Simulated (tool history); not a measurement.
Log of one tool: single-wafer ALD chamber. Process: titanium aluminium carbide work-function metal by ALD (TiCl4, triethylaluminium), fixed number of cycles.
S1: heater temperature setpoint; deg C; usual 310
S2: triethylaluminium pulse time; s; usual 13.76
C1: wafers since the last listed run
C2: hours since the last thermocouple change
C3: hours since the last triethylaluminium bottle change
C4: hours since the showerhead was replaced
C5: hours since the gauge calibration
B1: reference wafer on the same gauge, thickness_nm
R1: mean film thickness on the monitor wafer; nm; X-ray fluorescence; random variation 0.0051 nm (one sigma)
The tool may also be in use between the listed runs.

Run 1, hour 0.0: usual settings; C1 0; C2 295.2; C3 583.4; C4 1930.8; C5 86.4; B1 1.660. Result: R1 2.049 nm.
Run 2, hour 57.8: usual settings; C1 540; C2 353.0; C3 641.2; C4 1988.6; C5 144.2; B1 1.659. Result: R1 2.043 nm.
Run 3, hour 134.3: usual settings; C1 715; C2 429.5; C3 717.7; C4 2065.1; C5 220.7; B1 1.659. Result: R1 2.037 nm.
Run 4, hour 178.9: usual settings; C1 416; C2 474.1; C3 762.3; C4 2109.7; C5 265.3; B1 1.660. Result: R1 2.046 nm.
Run 5, hour 243.5: usual settings; C1 603; C2 538.7; C3 826.9; C4 2174.3; C5 329.9; B1 1.660. Result: R1 2.026 nm.
Run 6, hour 306.2: usual settings; C1 586; C2 601.4; C3 889.6; C4 2237.0; C5 392.6; B1 1.662. Result: R1 2.044 nm.
Run 7, hour 370.8: usual settings; C1 603; C2 666.0; C3 954.2; C4 2301.6; C5 457.2; B1 1.661. Result: R1 2.025 nm.
Run 8, hour 404.8: usual settings; C1 317; C2 700.0; C3 988.2; C4 2335.6; C5 491.2; B1 1.660. Result: R1 2.035 nm.
Run 9, hour 444.6: usual settings; C1 372; C2 739.8; C3 1028.0; C4 2375.4; C5 531.0; B1 1.660. Result: R1 2.026 nm.
Run 10, hour 490.5: usual settings; C1 429; C2 785.7; C3 1073.9; C4 2421.3; C5 576.9; B1 1.659. Result: R1 2.036 nm.
Run 11, hour 518.5: usual settings; C1 261; C2 813.7; C3 1101.9; C4 2449.3; C5 604.9; B1 1.658. Result: R1 2.041 nm.
At hour 537.4: triethylaluminium bottle replaced.
At hour 572.9: showerhead replaced, of another model than before.
Run 12, hour 573.4: usual settings; C1 363; C2 868.6; C3 36.0; C4 0.5; C5 659.8; B1 1.659. Result: R1 2.032 nm.
Run 13, hour 614.5: usual settings; C1 384; C2 909.7; C3 77.1; C4 41.6; C5 700.9; B1 1.660. Result: R1 2.033 nm.
Run 14, hour 645.1: usual settings but S1 304 deg C, S2 10.62 s; C1 286; C2 940.3; C3 107.7; C4 72.2; C5 731.5; B1 1.659. Result: R1 1.927 nm.
At hour 689.3: gauge calibrated.
Run 15, hour 701.3: usual settings but S1 323 deg C; C1 525; C2 996.5; C3 163.9; C4 128.4; C5 12.0; B1 1.659. Result: R1 2.137 nm.
At hour 718.6: thermocouple changed; heater temperature recalibrated.
Run 16, hour 731.0: usual settings but S1 301 deg C, S2 17.35 s; C1 202; C2 12.4; C3 193.6; C4 158.1; C5 41.7; B1 1.661. Result: R1 2.000 nm.
Run 17, hour 767.7: usual settings; C1 343; C2 49.1; C3 230.3; C4 194.8; C5 78.4; B1 1.661. Result: R1 2.044 nm.
Run 18, hour 824.1: usual settings but S1 303 deg C, S2 10.89 s; C1 527; C2 105.5; C3 286.7; C4 251.2; C5 134.8; B1 1.661. Result: R1 1.956 nm.
Run 19, hour 863.1: usual settings; C1 364; C2 144.5; C3 325.7; C4 290.2; C5 173.8; B1 1.660. Result: R1 2.042 nm.
Run 20, hour 905.7: usual settings; C1 398; C2 187.1; C3 368.3; C4 332.8; C5 216.4; B1 1.660. Result: R1 2.053 nm.
Run 21, hour 972.4: usual settings but S1 324 deg C, S2 18.11 s; C1 623; C2 253.8; C3 435.0; C4 399.5; C5 283.1; B1 1.661. Result: R1 2.180 nm.
Run 22, hour 1019.1: usual settings but S2 16.77 s; C1 436; C2 300.5; C3 481.7; C4 446.2; C5 329.8; B1 1.660. Result: R1 2.060 nm.
Run 23, hour 1053.0: usual settings but S2 18.85 s; C1 316; C2 334.4; C3 515.6; C4 480.1; C5 363.7; B1 1.659. Result: R1 2.055 nm.
Run 24, hour 1093.1: usual settings but S1 315 deg C; C1 374; C2 374.5; C3 555.7; C4 520.2; C5 403.8; B1 1.659. Result: R1 2.078 nm.
Run 25, hour 1152.6: usual settings but S2 17.74 s; C1 556; C2 434.0; C3 615.2; C4 579.7; C5 463.3; B1 1.659. Result: R1 2.050 nm.
Run 26, hour 1196.1: usual settings; C1 406; C2 477.5; C3 658.7; C4 623.2; C5 506.8; B1 1.660. Result: R1 2.036 nm.
Run 27, hour 1226.0: usual settings but S2 12.09 s; C1 279; C2 507.4; C3 688.6; C4 653.1; C5 536.7; B1 1.660. Result: R1 2.013 nm.

The same runs without the tool's hidden state, with the same run-to-run variation:
The hidden state here: wafer temperature above the value expected at the setpoint (K); triethylaluminium dose above that of a fresh bottle (%); gauge reads high (%).
run     R1
  1  2.063
  2  2.059
  3  2.055
  4  2.064
  5  2.046
  6  2.064
  7  2.047
  8  2.057
  9  2.048
 10  2.059
 11  2.064
 12  2.056
 13  2.057
 14  1.950
 15  2.162
 16  2.001
 17  2.048
 18  1.962
 19  2.051
 20  2.064
 21  2.194
 22  2.075
 23  2.071
 24  2.095
 25  2.068
 26  2.055
 27  2.032
